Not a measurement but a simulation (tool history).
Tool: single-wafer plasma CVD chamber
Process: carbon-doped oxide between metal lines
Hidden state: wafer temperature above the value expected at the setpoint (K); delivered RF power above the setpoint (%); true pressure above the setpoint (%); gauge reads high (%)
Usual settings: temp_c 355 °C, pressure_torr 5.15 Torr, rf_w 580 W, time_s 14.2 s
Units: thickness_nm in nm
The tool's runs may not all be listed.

| run | hour | temp_c | pressure_torr | rf_w | time_s | wafers since the last listed run | hours since the last thermocouple change | hours since the last RF generator calibration | hours since the last manometer calibration | hours since the showerhead was replaced | hours since the gauge calibration | read-back reference wafer on the same gauge, thickness_nm | thickness_nm |
|---|---|---|---|---|---|---|---|---|---|---|---|---|---|
| 1 | 0 | 355 | 4.83 | 580 | 14.2 | 0 | 714.7 | 2252.2 | 1293 | 6520.8 | 1607 | 94.263 | 80.195 |
|  | 26.6 | RF generator calibrated |
| 2 | 69.6 | 355 | 5.15 | 580 | 14.2 | 1741 | 784.3 | 43 | 1362.6 | 6590.4 | 1676.6 | 94.068 | 81.03 |
| 3 | 113.5 | 355 | 5.15 | 580 | 14.2 | 1240 | 828.2 | 86.9 | 1406.5 | 6634.3 | 1720.5 | 94.101 | 81.089 |
|  | 141.3 | capacitance manometer re-zeroed and calibrated |
| 4 | 145.3 | 355 | 5.15 | 580 | 14.2 | 672 | 860 | 118.7 | 4 | 6666.1 | 1752.3 | 93.823 | 80.904 |
| 5 | 182.4 | 355 | 5.15 | 580 | 14.2 | 1048 | 897.1 | 155.8 | 41.1 | 6703.2 | 1789.4 | 93.943 | 80.335 |
| 6 | 217.2 | 355 | 5.15 | 580 | 14.2 | 983 | 931.9 | 190.6 | 75.9 | 6738 | 1824.2 | 93.861 | 80.751 |
|  | 250.6 | gauge calibrated |
| 7 | 256.6 | 350 | 5.15 | 580 | 14.2 | 1113 | 971.3 | 230 | 115.3 | 6777.4 | 6 | 95.821 | 83.21 |
| 8 | 283.3 | 344 | 5.74 | 685 | 13.3 | 754 | 998 | 256.7 | 142 | 6804.1 | 32.7 | 95.849 | 89.248 |
| 9 | 333.4 | 344 | 5.15 | 580 | 14.2 | 1416 | 1048.1 | 306.8 | 192.1 | 6854.2 | 82.8 | 95.876 | 85.076 |
|  | 347.7 | thermocouple changed; heater temperature recalibrated |
| 10 | 390.4 | 355 | 4.72 | 580 | 15.4 | 1385 | 42.7 | 363.8 | 249.1 | 6911.2 | 139.8 | 95.784 | 88.288 |
| 11 | 461 | 355 | 5.83 | 645 | 12.6 | 1995 | 113.3 | 434.4 | 319.7 | 6981.8 | 210.4 | 95.759 | 79.339 |
| 12 | 515.4 | 355 | 5.15 | 580 | 14.2 | 1537 | 167.7 | 488.8 | 374.1 | 7036.2 | 264.8 | 95.699 | 82.085 |
| 13 | 579.1 | 355 | 5.15 | 580 | 14.2 | 1800 | 231.4 | 552.5 | 437.8 | 7099.9 | 328.5 | 95.655 | 82.272 |
| 14 | 627.8 | 355 | 4.72 | 580 | 15.4 | 1376 | 280.1 | 601.2 | 486.5 | 7148.6 | 377.2 | 95.618 | 88.134 |
|  | 653.8 | showerhead replaced |
| 15 | 689 | 355 | 5.15 | 580 | 14.2 | 1503 | 341.3 | 662.4 | 547.7 | 35.2 | 438.4 | 95.666 | 82.384 |
| 16 | 827.7 | 368 | 5.68 | 525 | 16.9 | 3920 | 480 | 801.1 | 686.4 | 173.9 | 577.1 | 95.456 | 89.42 |
| 17 | 898 | 355 | 4.24 | 580 | 13.5 | 1987 | 550.3 | 871.4 | 756.7 | 244.2 | 647.4 | 95.542 | 76.74 |
| 18 | 961.7 | 365 | 6.07 | 580 | 14.2 | 1800 | 614 | 935.1 | 820.4 | 307.9 | 711.1 | 95.579 | 81.672 |
| 19 | 986.5 | 355 | 5.15 | 650 | 14.2 | 700 | 638.8 | 959.9 | 845.2 | 332.7 | 735.9 | 95.494 | 88.761 |
| 20 | 1035.1 | 355 | 5.15 | 580 | 14.2 | 1373 | 687.4 | 1008.5 | 893.8 | 381.3 | 784.5 | 95.391 | 82.056 |
| 21 | 1092.2 | 355 | 5.15 | 580 | 14.2 | 1613 | 744.5 | 1065.6 | 950.9 | 438.4 | 841.6 | 95.434 | 82.349 |
| 22 | 1145.1 | 355 | 4.61 | 580 | 15.4 | 1495 | 797.4 | 1118.5 | 1003.8 | 491.3 | 894.5 | 95.31 | 87.749 |
| 23 | 1194.6 | 355 | 3.96 | 580 | 14.2 | 1399 | 846.9 | 1168 | 1053.3 | 540.8 | 944 | 95.251 | 79.681 |
| 24 | 1302.1 | 355 | 4.76 | 535 | 14.2 | 3038 | 954.4 | 1275.5 | 1160.8 | 648.3 | 1051.5 | 95.151 | 76.941 |
|  | 1350.7 | thermocouple changed; heater temperature recalibrated |
| 25 | 1372.7 | 362 | 5.15 | 580 | 14.2 | 1769 | 22 | 1346.1 | 1231.4 | 718.9 | 1122.1 | 95.053 | 80.023 |
|  | 1410.1 | capacitance manometer re-zeroed and calibrated |
| 26 | 1468 | 355 | 5.15 | 580 | 16.7 | 2467 | 117.3 | 1441.4 | 57.9 | 814.2 | 1217.4 | 94.907 | 96.179 |
| 27 | 1524.7 | 355 | 5.15 | 580 | 14.2 | 1602 | 174 | 1498.1 | 114.6 | 870.9 | 1274.1 | 94.806 | 81.473 |
| 28 | 1550.1 | 355 | 5.15 | 580 | 14.2 | 717 | 199.4 | 1523.5 | 140 | 896.3 | 1299.5 | 94.935 | 81.51 |

The tool's hidden state at each run:
wafer temperature above the value expected at the setpoint (K): 0 in every run
delivered RF power above the setpoint (%): 0 in every run
true pressure above the setpoint (%): 0 in every run
H1: gauge reads high (%)
| run | H1 |
|---|---|
| 1 | -1.88 |
| 2 | -2.01 |
| 3 | -2.1 |
| 4 | -2.16 |
| 5 | -2.24 |
| 6 | -2.31 |
| 7 | -0.244 |
| 8 | -0.244 |
| 9 | -0.247 |
| 10 | -0.255 |
| 11 | -0.269 |
| 12 | -0.284 |
| 13 | -0.306 |
| 14 | -0.325 |
| 15 | -0.354 |
| 16 | -0.435 |
| 17 | -0.484 |
| 18 | -0.534 |
| 19 | -0.555 |
| 20 | -0.597 |
| 21 | -0.651 |
| 22 | -0.703 |
| 23 | -0.756 |
| 24 | -0.879 |
| 25 | -0.967 |
| 26 | -1.1 |
| 27 | -1.18 |
| 28 | -1.21 |

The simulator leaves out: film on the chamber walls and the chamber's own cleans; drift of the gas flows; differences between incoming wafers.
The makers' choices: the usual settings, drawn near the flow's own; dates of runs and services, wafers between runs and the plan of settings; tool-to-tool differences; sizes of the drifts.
